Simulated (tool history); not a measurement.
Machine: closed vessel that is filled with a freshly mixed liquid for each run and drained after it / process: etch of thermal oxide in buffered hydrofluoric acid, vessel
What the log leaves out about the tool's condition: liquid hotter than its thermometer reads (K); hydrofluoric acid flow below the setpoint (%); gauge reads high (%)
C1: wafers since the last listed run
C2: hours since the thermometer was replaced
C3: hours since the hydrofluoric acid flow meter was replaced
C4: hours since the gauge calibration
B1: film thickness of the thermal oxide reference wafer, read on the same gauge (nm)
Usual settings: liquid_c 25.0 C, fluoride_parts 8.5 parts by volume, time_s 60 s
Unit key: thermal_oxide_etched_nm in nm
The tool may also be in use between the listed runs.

run 1 hour=0.0 | liquid_c=21.5 fluoride_parts=8.5 time_s=60 | C1=0 C2=1648.3 C3=982.5 C4=615.4 | B1=39.97 | thermal_oxide_etched_nm=73.26
run 2 hour=13.1 | liquid_c=21.5 fluoride_parts=8.5 time_s=60 | C1=1056 C2=1661.4 C3=995.6 C4=628.5 | B1=40.02 | thermal_oxide_etched_nm=72.99
run 3 hour=37.1 | liquid_c=25.0 fluoride_parts=7.5 time_s=60 | C1=1936 C2=1685.4 C3=1019.6 C4=652.5 | B1=40.00 | thermal_oxide_etched_nm=101.30
run 4 hour=60.4 | liquid_c=25.0 fluoride_parts=7.5 time_s=60 | C1=1879 C2=1708.7 C3=1042.9 C4=675.8 | B1=40.02 | thermal_oxide_etched_nm=101.24
run 5 hour=80.8 | liquid_c=25.0 fluoride_parts=7.5 time_s=60 | C1=1645 C2=1729.1 C3=1063.3 C4=696.2 | B1=40.00 | thermal_oxide_etched_nm=101.36
run 6 hour=101.8 | liquid_c=25.0 fluoride_parts=8.5 time_s=60 | C1=1694 C2=1750.1 C3=1084.3 C4=717.2 | B1=39.98 | thermal_oxide_etched_nm=88.77
run 7 hour=137.5 | liquid_c=25.0 fluoride_parts=8.5 time_s=60 | C1=2880 C2=1785.8 C3=1120.0 C4=752.9 | B1=40.01 | thermal_oxide_etched_nm=88.58
run 8 hour=155.3 | liquid_c=25.0 fluoride_parts=8.5 time_s=60 | C1=1436 C2=1803.6 C3=1137.8 C4=770.7 | B1=39.99 | thermal_oxide_etched_nm=88.66
run 9 hour=172.8 | liquid_c=23.0 fluoride_parts=8.5 time_s=60 | C1=1411 C2=1821.1 C3=1155.3 C4=788.2 | B1=39.99 | thermal_oxide_etched_nm=79.57
run 10 hour=192.6 | liquid_c=25.0 fluoride_parts=8.5 time_s=60 | C1=1597 C2=1840.9 C3=1175.1 C4=808.0 | B1=39.96 | thermal_oxide_etched_nm=88.89
run 11 hour=218.4 | liquid_c=25.0 fluoride_parts=8.5 time_s=60 | C1=2081 C2=1866.7 C3=1200.9 C4=833.8 | B1=40.04 | thermal_oxide_etched_nm=89.24
run 12 hour=246.5 | liquid_c=25.0 fluoride_parts=8.5 time_s=60 | C1=2267 C2=1894.8 C3=1229.0 C4=861.9 | B1=39.98 | thermal_oxide_etched_nm=88.71
run 13 hour=258.6 | liquid_c=28.0 fluoride_parts=8.5 time_s=60 | C1=976 C2=1906.9 C3=1241.1 C4=874.0 | B1=39.96 | thermal_oxide_etched_nm=104.97
run 14 hour=297.1 | liquid_c=28.5 fluoride_parts=8.5 time_s=40 | C1=3106 C2=1945.4 C3=1279.6 C4=912.5 | B1=40.04 | thermal_oxide_etched_nm=71.36
run 15 hour=326.7 | liquid_c=25.0 fluoride_parts=8.5 time_s=60 | C1=2388 C2=1975.0 C3=1309.2 C4=942.1 | B1=40.03 | thermal_oxide_etched_nm=88.52
run 16 hour=340.8 | liquid_c=21.0 fluoride_parts=5.5 time_s=60 | C1=1137 C2=1989.1 C3=1323.3 C4=956.2 | B1=39.99 | thermal_oxide_etched_nm=108.30
run 17 hour=359.4 | liquid_c=25.0 fluoride_parts=8.5 time_s=60 | C1=1500 C2=2007.7 C3=1341.9 C4=974.8 | B1=40.00 | thermal_oxide_etched_nm=89.05
run 18 hour=391.3 | liquid_c=25.0 fluoride_parts=8.5 time_s=30 | C1=2573 C2=2039.6 C3=1373.8 C4=1006.7 | B1=39.99 | thermal_oxide_etched_nm=44.27
run 19 hour=425.8 | liquid_c=27.5 fluoride_parts=8.5 time_s=30 | C1=2783 C2=2074.1 C3=1408.3 C4=1041.2 | B1=40.00 | thermal_oxide_etched_nm=50.66
-- hour=427.6 gauge calibrated
run 20 hour=484.0 | liquid_c=21.0 fluoride_parts=12.0 time_s=75 | C1=4695 C2=2132.3 C3=1466.5 C4=56.4 | B1=39.98 | thermal_oxide_etched_nm=65.89
run 21 hour=515.3 | liquid_c=25.0 fluoride_parts=8.5 time_s=75 | C1=2525 C2=2163.6 C3=1497.8 C4=87.7 | B1=39.97 | thermal_oxide_etched_nm=111.35
run 22 hour=544.0 | liquid_c=26.5 fluoride_parts=8.5 time_s=30 | C1=2315 C2=2192.3 C3=1526.5 C4=116.4 | B1=40.03 | thermal_oxide_etched_nm=48.31
run 23 hour=562.5 | liquid_c=25.0 fluoride_parts=8.5 time_s=60 | C1=1492 C2=2210.8 C3=1545.0 C4=134.9 | B1=40.02 | thermal_oxide_etched_nm=89.25
run 24 hour=586.6 | liquid_c=25.0 fluoride_parts=8.5 time_s=30 | C1=1944 C2=2234.9 C3=1569.1 C4=159.0 | B1=40.03 | thermal_oxide_etched_nm=44.94
run 25 hour=605.4 | liquid_c=25.0 fluoride_parts=8.5 time_s=60 | C1=1516 C2=2253.7 C3=1587.9 C4=177.8 | B1=39.97 | thermal_oxide_etched_nm=88.83
run 26 hour=637.0 | liquid_c=25.0 fluoride_parts=10.0 time_s=35 | C1=2549 C2=2285.3 C3=1619.5 C4=209.4 | B1=40.03 | thermal_oxide_etched_nm=45.98
run 27 hour=713.2 | liquid_c=25.0 fluoride_parts=9.5 time_s=35 | C1=6148 C2=2361.5 C3=1695.7 C4=285.6 | B1=40.00 | thermal_oxide_etched_nm=47.55
run 28 hour=741.1 | liquid_c=25.0 fluoride_parts=8.5 time_s=90 | C1=2251 C2=2389.4 C3=1723.6 C4=313.5 | B1=40.01 | thermal_oxide_etched_nm=133.45
-- hour=761.3 thermometer replaced
-- hour=770.1 hydrofluoric acid flow meter replaced
run 29 hour=837.2 | liquid_c=25.0 fluoride_parts=7.0 time_s=80 | C1=7592 C2=75.9 C3=67.1 C4=409.6 | B1=40.01 | thermal_oxide_etched_nm=142.01
run 30 hour=914.6 | liquid_c=25.0 fluoride_parts=8.5 time_s=35 | C1=6245 C2=153.3 C3=144.5 C4=487.0 | B1=39.99 | thermal_oxide_etched_nm=50.68
run 31 hour=940.5 | liquid_c=26.5 fluoride_parts=12.0 time_s=90 | C1=2089 C2=179.2 C3=170.4 C4=512.9 | B1=40.01 | thermal_oxide_etched_nm=103.90
run 32 hour=1041.6 | liquid_c=25.0 fluoride_parts=8.5 time_s=60 | C1=8157 C2=280.3 C3=271.5 C4=614.0 | B1=40.01 | thermal_oxide_etched_nm=87.05

Forecast each of these 5 alternatives for the next run:
run A hour=1042.3 | liquid_c=25.0 fluoride_parts=12.0 time_s=60 | C1=56 C2=281.0 C3=272.2 C4=614.7 | B1=? | thermal_oxide_etched_nm=?
run B hour=1042.3 | liquid_c=25.0 fluoride_parts=6.0 time_s=60 | C1=56 C2=281.0 C3=272.2 C4=614.7 | B1=? | thermal_oxide_etched_nm=?
run C hour=1042.3 | liquid_c=27.5 fluoride_parts=8.5 time_s=60 | C1=56 C2=281.0 C3=272.2 C4=614.7 | B1=? | thermal_oxide_etched_nm=?
run D hour=1042.3 | liquid_c=27.5 fluoride_parts=8.5 time_s=75 | C1=56 C2=281.0 C3=272.2 C4=614.7 | B1=? | thermal_oxide_etched_nm=?
run E hour=1042.3 | liquid_c=25.0 fluoride_parts=6.0 time_s=90 | C1=56 C2=281.0 C3=272.2 C4=614.7 | B1=? | thermal_oxide_etched_nm=?

run=A B1=39.98 thermal_oxide_etched_nm=63.99
run=B B1=39.98 thermal_oxide_etched_nm=122.50
run=C B1=39.98 thermal_oxide_etched_nm=99.36
run=D B1=39.98 thermal_oxide_etched_nm=124.21
run=E B1=39.98 thermal_oxide_etched_nm=183.75
Without the tool's hidden state the same runs would have given:
run=A thermal_oxide_etched_nm=63.57
run=B thermal_oxide_etched_nm=121.71
run=C thermal_oxide_etched_nm=98.73
run=D thermal_oxide_etched_nm=123.41
run=E thermal_oxide_etched_nm=182.56
